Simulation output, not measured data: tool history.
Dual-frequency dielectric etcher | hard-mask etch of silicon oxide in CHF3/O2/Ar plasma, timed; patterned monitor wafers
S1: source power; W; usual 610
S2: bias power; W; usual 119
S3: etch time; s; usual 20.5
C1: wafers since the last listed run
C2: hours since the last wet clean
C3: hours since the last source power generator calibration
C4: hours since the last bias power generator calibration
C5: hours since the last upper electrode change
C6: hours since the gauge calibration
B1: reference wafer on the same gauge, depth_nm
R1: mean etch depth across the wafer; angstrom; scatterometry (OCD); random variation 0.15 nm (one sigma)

| run | hour | S1 | S2 | S3 | C1 | C2 | C3 | C4 | C5 | C6 | B1 | R1 |
|---|---|---|---|---|---|---|---|---|---|---|---|---|
| 1 | 0.0 | 610 | 119 | 20.5 | 0 | 365.2 | 1574.5 | 3644.0 | 4911.9 | 172.2 | 39.35 | 329.6 |
| 2 | 7.5 | 710 | 135 | 20.5 | 73 | 372.7 | 1582.0 | 3651.5 | 4919.4 | 179.7 | 39.34 | 370.0 |
| 3 | 21.9 | 710 | 135 | 20.5 | 141 | 387.1 | 1596.4 | 3665.9 | 4933.8 | 194.1 | 39.29 | 371.6 |
| 4 | 35.7 | 610 | 119 | 20.5 | 136 | 400.9 | 1610.2 | 3679.7 | 4947.6 | 207.9 | 39.32 | 328.0 |
| 5 | 42.7 | 610 | 119 | 20.5 | 69 | 407.9 | 1617.2 | 3686.7 | 4954.6 | 214.9 | 39.27 | 328.5 |
| 6 | 52.7 | 610 | 119 | 20.5 | 98 | 417.9 | 1627.2 | 3696.7 | 4964.6 | 224.9 | 39.29 | 327.6 |
| 7 | 64.2 | 520 | 119 | 20.5 | 113 | 429.4 | 1638.7 | 3708.2 | 4976.1 | 236.4 | 39.24 | 309.5 |
| 8 | 74.2 | 520 | 119 | 20.5 | 98 | 439.4 | 1648.7 | 3718.2 | 4986.1 | 246.4 | 39.25 | 309.8 |
| 9 | 122.1 | 660 | 119 | 20.5 | 472 | 487.3 | 1696.6 | 3766.1 | 5034.0 | 294.3 | 39.25 | 336.2 |
| 10 | 132.1 | 610 | 119 | 20.5 | 98 | 497.3 | 1706.6 | 3776.1 | 5044.0 | 304.3 | 39.30 | 327.0 |
|  | 162.7 | wet clean of the chamber |
|  | 168.5 | gauge calibrated |
|  | 172.3 | upper electrode replaced |
| 11 | 172.8 | 610 | 119 | 20.5 | 69 | 10.1 | 1747.3 | 3816.8 | 0.5 | 4.3 | 39.30 | 341.8 |
| 12 | 173.1 | 610 | 119 | 23.5 | 2 | 10.4 | 1747.6 | 3817.1 | 0.8 | 4.6 | 39.31 | 390.5 |
| 13 | 175.8 | 670 | 146 | 23.5 | 26 | 13.1 | 1750.3 | 3819.8 | 3.5 | 7.3 | 39.19 | 443.3 |
| 14 | 188.6 | 740 | 130 | 20.5 | 126 | 25.9 | 1763.1 | 3832.6 | 16.3 | 20.1 | 39.31 | 381.0 |
|  | 192.9 | bias power generator calibrated |
| 15 | 198.9 | 490 | 98 | 17.5 | 62 | 36.2 | 1773.4 | 6.0 | 26.6 | 30.4 | 39.41 | 242.7 |
| 16 | 214.7 | 670 | 146 | 23.5 | 155 | 52.0 | 1789.2 | 21.8 | 42.4 | 46.2 | 39.28 | 444.9 |
| 17 | 227.6 | 610 | 143 | 23.0 | 127 | 64.9 | 1802.1 | 34.7 | 55.3 | 59.1 | 39.28 | 414.9 |
|  | 236.9 | source power generator calibrated |
| 18 | 242.6 | 670 | 143 | 24.5 | 108 | 79.9 | 5.7 | 49.7 | 70.3 | 74.1 | 39.31 | 457.3 |
| 19 | 255.3 | 700 | 102 | 16.0 | 125 | 92.6 | 18.4 | 62.4 | 83.0 | 86.8 | 39.27 | 262.6 |
| 20 | 304.6 | 610 | 119 | 15.5 | 486 | 141.9 | 67.7 | 111.7 | 132.3 | 136.1 | 39.33 | 254.0 |
| 21 | 316.6 | 610 | 111 | 19.0 | 118 | 153.9 | 79.7 | 123.7 | 144.3 | 148.1 | 39.32 | 304.3 |
| 22 | 326.6 | 610 | 119 | 20.5 | 98 | 163.9 | 89.7 | 133.7 | 154.3 | 158.1 | 39.28 | 336.0 |
| 23 | 343.5 | 610 | 146 | 18.5 | 166 | 180.8 | 106.6 | 150.6 | 171.2 | 175.0 | 39.36 | 330.8 |

What the log doesn't show, run by run:
source power that arrives over what is set, %: 0 in every run
bias power that arrives over what is set, %: 0 in every run
gauge reads high (%): 0 in every run
H1: etch rate over this chamber's usual, %
| run | H1 |
|---|---|
| 1 | -3.73 |
| 2 | -3.81 |
| 3 | -3.97 |
| 4 | -4.12 |
| 5 | -4.2 |
| 6 | -4.31 |
| 7 | -4.44 |
| 8 | -4.55 |
| 9 | -5.08 |
| 10 | -5.19 |
| 11 | -0.596 |
| 12 | -0.599 |
| 13 | -0.629 |
| 14 | -0.77 |
| 15 | -0.884 |
| 16 | -1.06 |
| 17 | -1.2 |
| 18 | -1.37 |
| 19 | -1.51 |
| 20 | -2.05 |
| 21 | -2.18 |
| 22 | -2.29 |
| 23 | -2.48 |
